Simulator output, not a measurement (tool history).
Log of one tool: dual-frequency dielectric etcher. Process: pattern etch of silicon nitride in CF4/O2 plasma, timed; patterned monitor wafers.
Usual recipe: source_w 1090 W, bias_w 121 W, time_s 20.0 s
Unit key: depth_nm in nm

| run | hour | source_w | bias_w | time_s | wafers since the last listed run | hours since the last wet clean | hours since the last source power generator calibration | hours since the last bias power generator calibration | hours since the last upper electrode change | hours since the gauge calibration | read-back reference wafer on the same gauge, depth_nm | depth_nm |
|---|---|---|---|---|---|---|---|---|---|---|---|---|
| 1 | 0.0 | 1090 | 121 | 20.0 | 0 | 416.5 | 3337.7 | 2112.1 | 3659.0 | 50.3 | 75.2 | 68.6 |
| 2 | 11.5 | 1090 | 121 | 20.0 | 127 | 428.0 | 3349.2 | 2123.6 | 3670.5 | 61.8 | 75.1 | 69.3 |
| 3 | 29.7 | 1090 | 121 | 20.0 | 201 | 446.2 | 3367.4 | 2141.8 | 3688.7 | 80.0 | 75.2 | 68.4 |
| 4 | 47.1 | 1090 | 121 | 24.5 | 192 | 463.6 | 3384.8 | 2159.2 | 3706.1 | 97.4 | 75.1 | 84.8 |
| 5 | 58.1 | 1090 | 121 | 20.0 | 121 | 474.6 | 3395.8 | 2170.2 | 3717.1 | 108.4 | 75.2 | 69.2 |
| 6 | 66.5 | 1090 | 121 | 20.0 | 93 | 483.0 | 3404.2 | 2178.6 | 3725.5 | 116.8 | 75.2 | 68.7 |
| 7 | 77.5 | 1090 | 144 | 20.0 | 121 | 494.0 | 3415.2 | 2189.6 | 3736.5 | 127.8 | 75.2 | 72.2 |
| 8 | 93.7 | 1090 | 144 | 20.0 | 179 | 510.2 | 3431.4 | 2205.8 | 3752.7 | 144.0 | 75.2 | 73.0 |
| 9 | 100.8 | 1260 | 121 | 20.0 | 78 | 517.3 | 3438.5 | 2212.9 | 3759.8 | 151.1 | 75.2 | 75.2 |
| 10 | 113.7 | 1280 | 121 | 23.0 | 143 | 530.2 | 3451.4 | 2225.8 | 3772.7 | 164.0 | 75.1 | 86.7 |
|  | 127.5 | source power generator calibrated |
| 11 | 128.0 | 1280 | 121 | 23.0 | 114 | 544.5 | 0.5 | 2240.1 | 3787.0 | 178.3 | 75.1 | 87.4 |
|  | 142.9 | bias power generator calibrated |
|  | 156.1 | gauge calibrated |
|  | 160.0 | wet clean of the chamber |
| 12 | 160.5 | 1280 | 121 | 23.0 | 126 | 0.5 | 33.0 | 17.6 | 3819.5 | 4.4 | 75.2 | 82.8 |
| 13 | 160.9 | 1090 | 121 | 20.0 | 4 | 0.9 | 33.4 | 18.0 | 3819.9 | 4.8 | 75.2 | 65.8 |
| 14 | 161.2 | 1090 | 121 | 20.0 | 3 | 1.2 | 33.7 | 18.3 | 3820.2 | 5.1 | 75.2 | 66.1 |
| 15 | 162.4 | 930 | 132 | 25.0 | 13 | 2.4 | 34.9 | 19.5 | 3821.4 | 6.3 | 75.2 | 77.9 |
| 16 | 174.8 | 990 | 137 | 17.5 | 137 | 14.8 | 47.3 | 31.9 | 3833.8 | 18.7 | 75.3 | 57.0 |
| 17 | 182.9 | 1090 | 139 | 22.5 | 89 | 22.9 | 55.4 | 40.0 | 3841.9 | 26.8 | 75.2 | 77.6 |
| 18 | 194.2 | 1090 | 121 | 21.5 | 125 | 34.2 | 66.7 | 51.3 | 3853.2 | 38.1 | 75.2 | 71.5 |
| 19 | 202.4 | 1090 | 121 | 21.5 | 90 | 42.4 | 74.9 | 59.5 | 3861.4 | 46.3 | 75.3 | 70.9 |
| 20 | 217.7 | 1090 | 121 | 24.5 | 169 | 57.7 | 90.2 | 74.8 | 3876.7 | 61.6 | 75.2 | 81.2 |
|  | 251.0 | upper electrode replaced |
| 21 | 251.5 | 1000 | 143 | 24.5 | 108 | 91.5 | 124.0 | 108.6 | 0.5 | 95.4 | 75.2 | 82.1 |
| 22 | 251.9 | 1090 | 121 | 25.5 | 4 | 91.9 | 124.4 | 109.0 | 0.9 | 95.8 | 75.1 | 85.6 |
| 23 | 257.8 | 1090 | 138 | 16.5 | 65 | 97.8 | 130.3 | 114.9 | 6.8 | 101.7 | 75.1 | 56.1 |
| 24 | 273.2 | 1090 | 96 | 18.0 | 170 | 113.2 | 145.7 | 130.3 | 22.2 | 117.1 | 75.3 | 56.8 |
| 25 | 281.4 | 1090 | 121 | 20.0 | 90 | 121.4 | 153.9 | 138.5 | 30.4 | 125.3 | 75.1 | 67.2 |
| 26 | 320.2 | 1090 | 147 | 25.5 | 430 | 160.2 | 192.7 | 177.3 | 69.2 | 164.1 | 75.2 | 91.1 |
| 27 | 328.4 | 1090 | 121 | 24.5 | 90 | 168.4 | 200.9 | 185.5 | 77.4 | 172.3 | 75.2 | 82.3 |
| 28 | 358.6 | 1240 | 143 | 18.0 | 334 | 198.6 | 231.1 | 215.7 | 107.6 | 202.5 | 75.1 | 68.1 |

Describe how what the log doesn't record of the tool's condition differs between the last listed run preceding each entry between runs and the first listed run following it.
Runs 10 to 11: source power generator calibrated (hour 127.5)
  etch rate over this chamber's usual, %: 5.77 -> 5.9
  what was measured, less what the result would be without the hidden state, depth_nm: +4.7 -> +4.9 nm
Runs 11 to 12: bias power generator calibrated (hour 142.9); gauge calibrated (hour 156.1); wet clean of the chamber (hour 160.0)
  etch rate over this chamber's usual, %: 5.9 -> 0.473
  what was measured, less what the result would be without the hidden state, depth_nm: +4.9 -> +0.4 nm
Runs 20 to 21: upper electrode replaced (hour 251.0)
  etch rate over this chamber's usual, %: 0.981 -> 1.28
  what was measured, less what the result would be without the hidden state, depth_nm: +0.8 -> +1.1 nm
